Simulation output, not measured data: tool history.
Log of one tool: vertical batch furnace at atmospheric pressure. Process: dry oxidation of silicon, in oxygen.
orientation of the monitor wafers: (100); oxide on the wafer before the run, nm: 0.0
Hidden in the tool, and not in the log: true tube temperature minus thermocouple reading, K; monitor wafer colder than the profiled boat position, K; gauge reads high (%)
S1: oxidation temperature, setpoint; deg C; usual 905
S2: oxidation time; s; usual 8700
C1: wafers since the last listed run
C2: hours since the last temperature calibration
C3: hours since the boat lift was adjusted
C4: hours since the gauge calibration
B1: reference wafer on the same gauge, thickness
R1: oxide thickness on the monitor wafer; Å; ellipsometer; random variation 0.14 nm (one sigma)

{"run": 1, "hour": 0.0, "S1": 905, "S2": 8700, "C1": 0, "C2": 1710.4, "C3": 4670.9, "C4": 719.8, "B1": 40.01, "R1": 426}
{"run": 2, "hour": 34.8, "S1": 905, "S2": 7170, "C1": 276, "C2": 1745.2, "C3": 4705.7, "C4": 754.6, "B1": 39.98, "R1": 373.8}
{"run": 3, "hour": 56.3, "S1": 905, "S2": 6930, "C1": 170, "C2": 1766.7, "C3": 4727.2, "C4": 776.1, "B1": 40.01, "R1": 366}
{"run": 4, "hour": 89.3, "S1": 905, "S2": 7560, "C1": 262, "C2": 1799.7, "C3": 4760.2, "C4": 809.1, "B1": 40.01, "R1": 387.3}
{"run": 5, "hour": 120.0, "S1": 905, "S2": 7560, "C1": 244, "C2": 1830.4, "C3": 4790.9, "C4": 839.8, "B1": 39.97, "R1": 387.6}
{"run": 6, "hour": 150.0, "S1": 905, "S2": 8700, "C1": 238, "C2": 1860.4, "C3": 4820.9, "C4": 869.8, "B1": 40.01, "R1": 427.9}
{"run": 7, "hour": 177.1, "S1": 905, "S2": 8700, "C1": 215, "C2": 1887.5, "C3": 4848, "C4": 896.9, "B1": 40, "R1": 427.5}
{"run": 8, "hour": 197.5, "S1": 905, "S2": 8700, "C1": 162, "C2": 1907.9, "C3": 4868.4, "C4": 917.3, "B1": 39.99, "R1": 427.9}
{"hour": 236.0, "done": "boat lift adjusted"}
{"run": 9, "hour": 236.5, "S1": 905, "S2": 5670, "C1": 119, "C2": 1946.9, "C3": 0.5, "C4": 956.3, "B1": 39.99, "R1": 318.9}
{"run": 10, "hour": 251.7, "S1": 905, "S2": 5670, "C1": 120, "C2": 1962.1, "C3": 15.7, "C4": 971.5, "B1": 39.99, "R1": 318.3}
{"hour": 299.2, "done": "thermocouples replaced and temperature profile calibrated"}
{"run": 11, "hour": 299.7, "S1": 905, "S2": 8700, "C1": 190, "C2": 0.5, "C3": 63.7, "C4": 1019.5, "B1": 40.03, "R1": 404.9}
{"run": 12, "hour": 305.9, "S1": 905, "S2": 8700, "C1": 49, "C2": 6.7, "C3": 69.9, "C4": 1025.7, "B1": 39.99, "R1": 407.4}
{"run": 13, "hour": 337.6, "S1": 905, "S2": 8700, "C1": 252, "C2": 38.4, "C3": 101.6, "C4": 1057.4, "B1": 39.98, "R1": 409.5}
{"run": 14, "hour": 354.1, "S1": 905, "S2": 8700, "C1": 131, "C2": 54.9, "C3": 118.1, "C4": 1073.9, "B1": 40, "R1": 410.1}
{"run": 15, "hour": 371.4, "S1": 905, "S2": 8700, "C1": 137, "C2": 72.2, "C3": 135.4, "C4": 1091.2, "B1": 40.01, "R1": 408.2}
{"run": 16, "hour": 406.6, "S1": 905, "S2": 8700, "C1": 279, "C2": 107.4, "C3": 170.6, "C4": 1126.4, "B1": 39.99, "R1": 409.9}
{"run": 17, "hour": 427.1, "S1": 905, "S2": 8700, "C1": 162, "C2": 127.9, "C3": 191.1, "C4": 1146.9, "B1": 39.98, "R1": 413.7}
{"run": 18, "hour": 449.1, "S1": 920, "S2": 7560, "C1": 174, "C2": 149.9, "C3": 213.1, "C4": 1168.9, "B1": 39.99, "R1": 437.3}
{"run": 19, "hour": 474.3, "S1": 881, "S2": 11580, "C1": 200, "C2": 175.1, "C3": 238.3, "C4": 1194.1, "B1": 40.01, "R1": 385.9}
{"run": 20, "hour": 495.4, "S1": 917, "S2": 11790, "C1": 167, "C2": 196.2, "C3": 259.4, "C4": 1215.2, "B1": 40.01, "R1": 585.9}
{"run": 21, "hour": 530.4, "S1": 905, "S2": 7560, "C1": 278, "C2": 231.2, "C3": 294.4, "C4": 1250.2, "B1": 40.03, "R1": 376.8}
{"run": 22, "hour": 543.7, "S1": 918, "S2": 10980, "C1": 105, "C2": 244.5, "C3": 307.7, "C4": 1263.5, "B1": 40.01, "R1": 565.2}
{"hour": 555.8, "done": "gauge calibrated"}
{"run": 23, "hour": 574.4, "S1": 883, "S2": 11580, "C1": 244, "C2": 275.2, "C3": 338.4, "C4": 18.6, "B1": 39.97, "R1": 401.2}
{"run": 24, "hour": 600.4, "S1": 895, "S2": 12690, "C1": 206, "C2": 301.2, "C3": 364.4, "C4": 44.6, "B1": 39.98, "R1": 485.3}
{"run": 25, "hour": 625.4, "S1": 892, "S2": 11940, "C1": 198, "C2": 326.2, "C3": 389.4, "C4": 69.6, "B1": 40.01, "R1": 449.3}
{"run": 26, "hour": 650.9, "S1": 896, "S2": 7020, "C1": 202, "C2": 351.7, "C3": 414.9, "C4": 95.1, "B1": 40.04, "R1": 327.2}
{"run": 27, "hour": 699.1, "S1": 922, "S2": 8700, "C1": 383, "C2": 399.9, "C3": 463.1, "C4": 143.3, "B1": 39.99, "R1": 503.8}
{"run": 28, "hour": 711.3, "S1": 905, "S2": 8700, "C1": 96, "C2": 412.1, "C3": 475.3, "C4": 155.5, "B1": 40, "R1": 421.3}
{"run": 29, "hour": 736.3, "S1": 905, "S2": 6480, "C1": 198, "C2": 437.1, "C3": 500.3, "C4": 180.5, "B1": 39.99, "R1": 341.8}
{"run": 30, "hour": 754.8, "S1": 905, "S2": 8700, "C1": 147, "C2": 455.6, "C3": 518.8, "C4": 199, "B1": 40.01, "R1": 420.8}
{"run": 31, "hour": 777.8, "S1": 905, "S2": 7560, "C1": 182, "C2": 478.6, "C3": 541.8, "C4": 222, "B1": 39.98, "R1": 382.4}
{"run": 32, "hour": 811.8, "S1": 891, "S2": 7380, "C1": 270, "C2": 512.6, "C3": 575.8, "C4": 256, "B1": 39.99, "R1": 321.7}
{"run": 33, "hour": 841.4, "S1": 884, "S2": 8700, "C1": 235, "C2": 542.2, "C3": 605.4, "C4": 285.6, "B1": 40, "R1": 338}
{"run": 34, "hour": 855.6, "S1": 905, "S2": 8700, "C1": 112, "C2": 556.4, "C3": 619.6, "C4": 299.8, "B1": 39.99, "R1": 419.3}
{"run": 35, "hour": 881.8, "S1": 905, "S2": 8700, "C1": 208, "C2": 582.6, "C3": 645.8, "C4": 326, "B1": 40.03, "R1": 418.6}
{"run": 36, "hour": 894.9, "S1": 891, "S2": 12330, "C1": 104, "C2": 595.7, "C3": 658.9, "C4": 339.1, "B1": 40.02, "R1": 460.8}
{"run": 37, "hour": 918.9, "S1": 925, "S2": 8700, "C1": 190, "C2": 619.7, "C3": 682.9, "C4": 363.1, "B1": 39.98, "R1": 520.4}
{"run": 38, "hour": 938.6, "S1": 905, "S2": 6630, "C1": 156, "C2": 639.4, "C3": 702.6, "C4": 382.8, "B1": 39.99, "R1": 350.6}
{"run": 39, "hour": 951.0, "S1": 905, "S2": 5760, "C1": 98, "C2": 651.8, "C3": 715, "C4": 395.2, "B1": 39.99, "R1": 319.8}
{"run": 40, "hour": 983.6, "S1": 929, "S2": 12810, "C1": 259, "C2": 684.4, "C3": 747.6, "C4": 427.8, "B1": 40, "R1": 724.9}

Measured less the same run without the tool's hidden state. The same run-to-run variation is in both; the gauge's scatter may not be:
run=1 R1=+21.8
run=2 R1=+18.8
run=3 R1=+18.5
run=4 R1=+19.8
run=5 R1=+19.9
run=6 R1=+22.4
run=7 R1=+22.3
run=8 R1=+22.4
run=9 R1=+16
run=10 R1=+16
run=11 R1=+2.2
run=12 R1=+2.5
run=13 R1=+3.5
run=14 R1=+4
run=15 R1=+4.5
run=16 R1=+5.6
run=17 R1=+6.2
run=18 R1=+7
run=19 R1=+7.2
run=20 R1=+11.8
run=21 R1=+7.9
run=22 R1=+12.9
run=23 R1=+9.9
run=24 R1=+12.8
run=25 R1=+12.4
run=26 R1=+8.9
run=27 R1=+15.1
run=28 R1=+12.8
run=29 R1=+10.5
run=30 R1=+13.7
run=31 R1=+12.5
run=32 R1=+10.9
run=33 R1=+12
run=34 R1=+15.1
run=35 R1=+15.5
run=36 R1=+17.9
run=37 R1=+20
run=38 R1=+13.3
run=39 R1=+12
run=40 R1=+30.2

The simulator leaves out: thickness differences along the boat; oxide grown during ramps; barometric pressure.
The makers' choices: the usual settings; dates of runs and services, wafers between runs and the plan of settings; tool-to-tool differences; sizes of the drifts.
